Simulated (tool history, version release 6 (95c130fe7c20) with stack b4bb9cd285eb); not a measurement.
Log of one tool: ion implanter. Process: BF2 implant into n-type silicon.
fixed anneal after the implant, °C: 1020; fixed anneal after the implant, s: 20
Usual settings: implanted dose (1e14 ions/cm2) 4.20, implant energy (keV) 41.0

run	day	implanted dose (1e14 ions/cm2)	implant energy (keV)	read-back reference wafer on the same gauge, sheet resistance	sheet resistance of the implanted and annealed layer (ohm/square)
1	0.000	4.20	41.0	242.00	249.53
2	3.171	4.20	41.0	242.01	250.70
3	6.600	4.20	41.0	242.00	249.89
4	10.383	3.24	44.5	242.07	309.43
5	12.879	3.24	44.5	242.02	309.52
6	14.629	4.20	41.0	242.01	249.19
7	17.192	4.20	41.0	241.98	249.47
8	20.662	4.20	41.0	242.04	249.22
9	24.771	4.20	41.0	242.00	249.36
10	28.646	4.20	41.0	242.06	248.61
11	30.217	4.20	41.0	242.01	249.22
12	34.004	4.20	41.0	241.97	249.17
13	37.233	4.20	41.0	242.05	248.45
# day 37.600: extraction supply calibrated
14	39.346	4.71	32.0	242.00	230.74
# day 42.025: gauge calibrated
15	42.800	4.20	41.0	241.98	248.22
16	46.812	3.01	31.5	241.98	338.78
17	50.254	4.20	41.0	242.02	247.19
# day 58.233: Faraday cup replaced and dose calibrated
18	59.562	4.74	41.0	242.06	225.10
19	62.600	4.20	34.5	241.98	254.49
20	64.958	3.53	30.5	241.99	298.64
21	68.667	4.20	41.0	242.05	250.40
22	70.729	3.42	36.5	242.01	302.12
23	73.942	4.57	35.5	241.96	235.25
24	76.454	4.94	27.0	242.02	227.91
25	79.179	5.35	35.0	241.97	206.59
26	82.312	3.32	47.0	241.99	302.01

Forecast each of these 5 alternatives for the next run:
A	82.329	4.20	41.0	?	?
B	82.329	4.20	30.0	?	?
C	82.329	4.20	30.5	?	?
D	82.329	4.20	29.0	?	?
E	82.329	3.36	47.5	?	?

run	read-back reference wafer on the same gauge, sheet resistance	sheet resistance of the implanted and annealed layer (ohm/square)
A	241.96	249.86
B	241.96	257.76
C	241.96	257.29
D	241.96	258.73
E	241.96	298.21
Without the tool's hidden state the same runs would have given:
run	sheet resistance of the implanted and annealed layer (ohm/square)
A	250.63
B	258.53
C	258.07
D	259.50
E	299.10

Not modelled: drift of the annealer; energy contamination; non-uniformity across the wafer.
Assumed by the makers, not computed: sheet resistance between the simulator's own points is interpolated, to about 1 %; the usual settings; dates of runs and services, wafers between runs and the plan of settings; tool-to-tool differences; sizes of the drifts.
